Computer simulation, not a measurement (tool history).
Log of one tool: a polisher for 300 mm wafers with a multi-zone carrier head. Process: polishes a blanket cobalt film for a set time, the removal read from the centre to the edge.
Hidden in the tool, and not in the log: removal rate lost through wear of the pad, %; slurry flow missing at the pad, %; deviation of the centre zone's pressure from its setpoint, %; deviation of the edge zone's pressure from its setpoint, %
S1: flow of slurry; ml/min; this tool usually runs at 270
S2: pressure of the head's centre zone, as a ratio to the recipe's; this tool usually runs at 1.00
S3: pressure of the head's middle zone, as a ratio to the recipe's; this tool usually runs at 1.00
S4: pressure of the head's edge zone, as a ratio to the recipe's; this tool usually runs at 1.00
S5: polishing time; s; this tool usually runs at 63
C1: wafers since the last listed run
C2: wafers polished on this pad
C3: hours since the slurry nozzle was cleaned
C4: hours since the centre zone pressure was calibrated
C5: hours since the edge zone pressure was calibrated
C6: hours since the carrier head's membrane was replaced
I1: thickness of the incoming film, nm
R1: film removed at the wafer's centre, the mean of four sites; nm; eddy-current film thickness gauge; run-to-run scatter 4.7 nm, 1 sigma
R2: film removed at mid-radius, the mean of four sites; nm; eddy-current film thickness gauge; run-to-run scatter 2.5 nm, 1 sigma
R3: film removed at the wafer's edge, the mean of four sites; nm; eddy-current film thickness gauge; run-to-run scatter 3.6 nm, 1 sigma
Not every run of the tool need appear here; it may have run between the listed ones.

run,hour,S1,S2,S3,S4,S5,C1,C2,C3,C4,C5,C6,I1,R1,R2,R3
1,0.0,270,1.00,1.00,1.00,63,0,2103,64.5,987.6,83.8,530.8,904.9,357.9,331.9,335.8
# hour 38.0: worn pad replaced by a new one
2,59.1,270,1.00,1.00,1.00,63,508,194,123.6,1046.7,142.9,589.9,887.4,361.0,334.1,335.7
3,86.2,270,1.00,1.00,1.00,63,249,444,150.7,1073.8,170.0,617.0,897.6,355.3,334.3,329.5
4,150.4,270,1.00,1.00,1.00,63,592,1036,214.9,1138.0,234.2,681.2,898.3,363.7,335.8,335.3
5,204.7,270,1.00,1.00,1.00,63,500,1537,269.2,1192.3,288.5,735.5,896.2,366.4,335.6,331.6
6,254.1,270,1.00,1.00,1.00,63,455,1992,318.6,1241.7,337.9,784.9,880.0,357.9,331.2,334.4
7,302.7,270,1.00,1.00,1.00,63,448,2441,367.2,1290.3,386.5,833.5,888.0,362.1,336.1,332.8
# hour 341.0: worn pad replaced by a new one
# hour 406.3: carrier head's membrane replaced by a new one
# hour 446.7: centre zone pressure recalibrated
8,504.3,270,1.00,1.00,1.00,63,1757,1441,568.8,57.6,588.1,98.0,878.6,342.1,335.3,343.3
9,550.4,345,1.00,1.06,1.00,63,425,1866,614.9,103.7,634.2,144.1,895.1,348.7,365.3,340.4
# hour 605.6: worn pad replaced by a new one
10,619.3,270,1.00,1.00,0.91,63,598,126,683.8,172.6,703.1,213.0,890.8,349.1,334.8,319.8
# hour 622.0: edge zone pressure recalibrated
11,675.4,270,1.00,1.00,1.00,63,498,624,739.9,228.7,53.4,269.1,874.1,345.0,330.8,331.6
12,713.3,270,1.00,1.00,1.00,63,349,974,777.8,266.6,91.3,307.0,886.0,349.3,333.4,330.6
13,765.2,215,1.00,1.11,0.90,63,478,1453,829.7,318.5,143.2,358.9,893.1,345.0,356.5,313.1
# hour 797.6: slurry nozzle cleaned
14,813.3,270,1.00,1.08,1.00,63,434,1887,15.7,366.6,191.3,407.0,890.2,358.6,358.8,331.3
15,881.1,200,1.11,1.00,1.00,79,625,2513,83.5,434.4,259.1,474.8,882.8,480.7,397.9,406.8
# hour 905.0: worn pad replaced by a new one
16,923.1,215,1.00,1.11,0.90,63,350,166,125.5,476.4,301.1,516.8,897.8,349.9,357.9,311.2

Run 17 is up next; what results do you expect?
17,986.0,270,1.00,0.96,1.00,55,580,746,188.4,539.3,364.0,579.7,882.0,?,?,?

{"run 17": {"R1": 305.5, "R2": 282.6, "R3": 292.4}}
Were there no unlogged condition in the tool, this run, its random variation unchanged, would have produced R1 285.4 nm, R2 282.7 nm, R3 292.4 nm.
